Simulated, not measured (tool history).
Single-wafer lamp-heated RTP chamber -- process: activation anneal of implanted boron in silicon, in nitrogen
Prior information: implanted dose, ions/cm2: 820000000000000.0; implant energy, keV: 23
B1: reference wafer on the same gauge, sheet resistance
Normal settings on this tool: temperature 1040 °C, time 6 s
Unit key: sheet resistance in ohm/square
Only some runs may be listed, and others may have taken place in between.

run 1 hour=0.0 | temperature=1040 time=6 | B1=118.03 | sheet_resistance=126.07
run 2 hour=55.9 | temperature=1040 time=6 | B1=118.01 | sheet_resistance=126.28
run 3 hour=149.7 | temperature=1040 time=6 | B1=117.95 | sheet_resistance=126.51
run 4 hour=233.6 | temperature=1040 time=6 | B1=118.06 | sheet_resistance=126.39
run 5 hour=278.9 | temperature=1040 time=6 | B1=118.05 | sheet_resistance=126.57
run 6 hour=356.6 | temperature=1040 time=6 | B1=118.00 | sheet_resistance=126.71
run 7 hour=424.2 | temperature=1040 time=6 | B1=118.07 | sheet_resistance=126.69
run 8 hour=631.2 | temperature=1040 time=6 | B1=117.95 | sheet_resistance=126.39
run 9 hour=702.1 | temperature=1040 time=6 | B1=118.05 | sheet_resistance=126.43
run 10 hour=807.1 | temperature=1058 time=7 | B1=117.95 | sheet_resistance=125.86
run 11 hour=853.9 | temperature=1019 time=3 | B1=118.02 | sheet_resistance=129.65
run 12 hour=896.0 | temperature=1013 time=3 | B1=117.98 | sheet_resistance=130.61
run 13 hour=987.6 | temperature=1020 time=8 | B1=118.04 | sheet_resistance=128.17
run 14 hour=1027.2 | temperature=1040 time=6 | B1=118.06 | sheet_resistance=126.20
run 15 hour=1080.1 | temperature=1040 time=6 | B1=118.09 | sheet_resistance=126.25
run 16 hour=1151.4 | temperature=1023 time=4 | B1=118.04 | sheet_resistance=128.48
run 17 hour=1226.2 | temperature=1064 time=6 | B1=118.03 | sheet_resistance=125.87
run 18 hour=1268.4 | temperature=1040 time=6 | B1=118.00 | sheet_resistance=126.74

Put back what was entered between runs (3 entries, withheld): which listed runs does each sit between, and how does the hidden state differ from the listed run before to the listed run after?
Run 7 -> run 8: pyrometer window cleaned and pyrometer calibrated (hour 630.7)
  both runs share identical hidden conditions
Run 11 -> run 12: gauge calibrated (hour 859.9)
  both runs share identical hidden conditions
Run 12 -> run 13: reflector plate cleaned (hour 933.5)
  both runs share identical hidden conditions
